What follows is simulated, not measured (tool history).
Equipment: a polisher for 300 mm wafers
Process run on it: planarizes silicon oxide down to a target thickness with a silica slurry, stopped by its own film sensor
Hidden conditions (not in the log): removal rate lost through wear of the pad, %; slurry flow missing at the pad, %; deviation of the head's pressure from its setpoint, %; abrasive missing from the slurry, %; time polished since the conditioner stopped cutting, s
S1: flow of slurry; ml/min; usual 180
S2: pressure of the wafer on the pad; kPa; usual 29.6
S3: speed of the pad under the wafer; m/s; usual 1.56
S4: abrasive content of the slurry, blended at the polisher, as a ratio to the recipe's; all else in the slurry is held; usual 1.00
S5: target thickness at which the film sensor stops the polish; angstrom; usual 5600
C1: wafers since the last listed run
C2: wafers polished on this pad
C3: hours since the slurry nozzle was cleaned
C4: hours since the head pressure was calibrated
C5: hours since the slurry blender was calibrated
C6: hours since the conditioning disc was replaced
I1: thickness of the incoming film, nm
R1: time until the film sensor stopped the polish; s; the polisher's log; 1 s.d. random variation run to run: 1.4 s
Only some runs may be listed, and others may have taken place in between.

Run 1, day 0.000: usual settings; C1 0; C2 54; C3 197.9; C4 51.4; C5 3.4; C6 158.2; I1 1127.3. Result: R1 173.0 s.
Run 2, day 1.229: usual settings; C1 223; C2 277; C3 227.4; C4 80.9; C5 32.9; C6 187.7; I1 1095.5. Result: R1 166.8 s.
At day 1.300: slurry nozzle cleaned.
Run 3, day 2.371: usual settings but S2 32.4 kPa; C1 199; C2 477; C3 25.7; C4 108.3; C5 60.3; C6 215.1; I1 1102.0. Result: R1 149.9 s.
At day 2.829: worn pad replaced by a new one.
Run 4, day 3.092: usual settings; C1 100; C2 47; C3 43.0; C4 125.6; C5 77.6; C6 232.4; I1 1124.9. Result: R1 172.1 s.
Run 5, day 3.838: usual settings; C1 135; C2 183; C3 60.9; C4 143.5; C5 95.5; C6 250.3; I1 1136.3. Result: R1 175.0 s.
Run 6, day 5.188: usual settings; C1 245; C2 428; C3 93.3; C4 175.9; C5 127.9; C6 282.7; I1 1096.5. Result: R1 169.4 s.
Run 7, day 5.850: usual settings; C1 120; C2 549; C3 109.2; C4 191.8; C5 143.8; C6 298.6; I1 1137.9. Result: R1 182.3 s.
At day 6.438: worn pad replaced by a new one.
Run 8, day 6.458: usual settings; C1 80; C2 4; C3 123.8; C4 206.4; C5 158.4; C6 313.2; I1 1108.0. Result: R1 174.0 s.
At day 6.942: slurry blender recalibrated.
Run 9, day 7.496: usual settings; C1 173; C2 177; C3 148.7; C4 231.3; C5 13.3; C6 338.1; I1 1093.8. Result: R1 170.8 s.
Run 10, day 8.362: usual settings; C1 157; C2 334; C3 169.5; C4 252.1; C5 34.1; C6 358.9; I1 1141.5. Result: R1 184.9 s.
Run 11, day 9.054: usual settings but S4 0.80; C1 125; C2 460; C3 186.1; C4 268.7; C5 50.7; C6 375.5; I1 1115.9. Result: R1 221.9 s.
At day 9.650: worn pad replaced by a new one.
At day 9.912: conditioning disc replaced and pad reconditioned.
Run 12, day 10.275: usual settings; C1 176; C2 98; C3 215.4; C4 298.0; C5 80.0; C6 8.7; I1 1119.5. Result: R1 182.1 s.
Run 13, day 11.138: usual settings but S3 1.04 m/s, S4 1.20; C1 156; C2 255; C3 236.1; C4 318.7; C5 100.7; C6 29.4; I1 1115.0. Result: R1 220.0 s.
At day 11.658: slurry nozzle cleaned.
Run 14, day 11.717: usual settings but S2 21.4 kPa, S5 4830 angstrom; C1 97; C2 353; C3 1.4; C4 332.6; C5 114.6; C6 43.3; I1 1134.6. Result: R1 284.0 s.
At day 12.571: head pressure recalibrated.
At day 12.896: worn pad replaced by a new one.
Run 15, day 12.917: usual settings but S1 205 ml/min, S3 1.14 m/s, S5 6460 angstrom; C1 172; C2 4; C3 30.2; C4 8.3; C5 143.4; C6 72.1; I1 1101.1. Result: R1 165.6 s.
Run 16, day 13.588: usual settings but S1 165 ml/min, S3 1.40 m/s, S5 3890 angstrom; C1 121; C2 125; C3 46.3; C4 24.4; C5 159.5; C6 88.2; I1 1120.3. Result: R1 232.0 s.
Run 17, day 14.338: usual settings but S2 20.0 kPa, S4 0.85, S5 4830 angstrom; C1 136; C2 262; C3 64.3; C4 42.4; C5 177.5; C6 106.2; I1 1101.9. Result: R1 312.2 s.
At day 14.479: slurry blender recalibrated.
Run 18, day 14.846: usual settings but S3 1.24 m/s, S4 1.20, S5 3850 angstrom; C1 77; C2 339; C3 76.5; C4 54.6; C5 8.8; C6 118.4; I1 1112.7. Result: R1 230.8 s.
Run 19, day 16.300: usual settings; C1 264; C2 603; C3 111.4; C4 89.5; C5 43.7; C6 153.3; I1 1117.3. Result: R1 173.1 s.

Each row is a separate what-if for the run after 19, all from the same tool condition, not one after another. Results?
Run A, day 16.321: usual settings but S1 210 ml/min; C1 1; C2 605; C3 111.9; C4 90.0; C5 44.2; C6 153.8; I1 1119.8. Result: R1 ?.
Run B, day 16.321: usual settings but S1 145 ml/min, S4 1.30, S5 3970 angstrom; C1 1; C2 605; C3 111.9; C4 90.0; C5 44.2; C6 153.8; I1 1119.8. Result: R1 ?.
Run C, day 16.321: usual settings but S1 195 ml/min, S2 20.7 kPa, S5 4040 angstrom; C1 1; C2 605; C3 111.9; C4 90.0; C5 44.2; C6 153.8; I1 1119.8. Result: R1 ?.
Run D, day 16.321: usual settings but S1 210 ml/min, S4 1.10; C1 1; C2 605; C3 111.9; C4 90.0; C5 44.2; C6 153.8; I1 1119.8. Result: R1 ?.
Run E, day 16.321: usual settings but S1 155 ml/min; C1 1; C2 605; C3 111.9; C4 90.0; C5 44.2; C6 153.8; I1 1119.8. Result: R1 ?.

run     R1
  A  172.0
  B  195.0
  C  317.5
  D  160.6
  E  177.2
Had the tool no hidden state, the same runs would have come out as:
run     R1
  A  158.0
  B  178.4
  C  291.3
  D  147.5
  E  162.2
